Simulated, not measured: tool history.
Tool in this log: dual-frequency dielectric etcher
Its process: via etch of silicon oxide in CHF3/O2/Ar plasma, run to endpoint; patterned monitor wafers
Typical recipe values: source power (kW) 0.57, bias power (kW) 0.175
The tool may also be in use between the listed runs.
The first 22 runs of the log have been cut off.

| run | hour | source power (kW) | bias power (kW) | wafers since the last listed run | hours since the last wet clean | hours since the last source power generator calibration | hours since the last bias power generator calibration | hours since the last upper electrode change | incoming incoming film thickness, nm | endpoint time (s) |
|---|---|---|---|---|---|---|---|---|---|---|
| 23 | 1322.9 | 0.62 | 0.202 | 317 | 198.1 | 475.8 | 168 | 2536 | 755.2 | 378.8 |
|  | 1417.1 | upper electrode replaced |
| 24 | 1501.3 | 0.57 | 0.175 | 692 | 376.5 | 654.2 | 346.4 | 84.2 | 746.2 | 414.1 |
| 25 | 1542.2 | 0.57 | 0.175 | 183 | 417.4 | 695.1 | 387.3 | 125.1 | 741.1 | 413.5 |
| 26 | 1586.4 | 0.71 | 0.16 | 198 | 461.6 | 739.3 | 431.5 | 169.3 | 743.1 | 414.6 |
| 27 | 1615.8 | 0.5 | 0.218 | 131 | 491 | 768.7 | 460.9 | 198.7 | 745 | 387.1 |
|  | 1682.7 | wet clean of the chamber |
| 28 | 1683.2 | 0.7 | 0.143 | 194 | 0.5 | 836.1 | 528.3 | 266.1 | 754.8 | 421.7 |
| 29 | 1702.5 | 0.68 | 0.135 | 86 | 19.8 | 855.4 | 547.6 | 285.4 | 737.7 | 428.5 |
| 30 | 1758.8 | 0.57 | 0.175 | 252 | 76.1 | 911.7 | 603.9 | 341.7 | 741.9 | 401.4 |
| 31 | 1792.3 | 0.62 | 0.137 | 150 | 109.6 | 945.2 | 637.4 | 375.2 | 742.2 | 441.2 |

3 options for the next run, each taken on its own from the tool as it stands now. Forecast them:
| A | 1792.8 | 0.57 | 0.19 | 2 | 110.1 | 945.7 | 637.9 | 375.7 | 742.6 | ? |
| B | 1792.8 | 0.63 | 0.175 | 2 | 110.1 | 945.7 | 637.9 | 375.7 | 742.6 | ? |
| C | 1792.8 | 0.68 | 0.175 | 2 | 110.1 | 945.7 | 637.9 | 375.7 | 742.6 | ? |

| run | endpoint time (s) |
|---|---|
| A | 381.8 |
| B | 388.3 |
| C | 381.3 |
With the hidden condition removed and each run's random variation left untouched, the same runs would have given:
| run | endpoint time (s) |
|---|---|
| A | 382.9 |
| B | 389.4 |
| C | 382.3 |
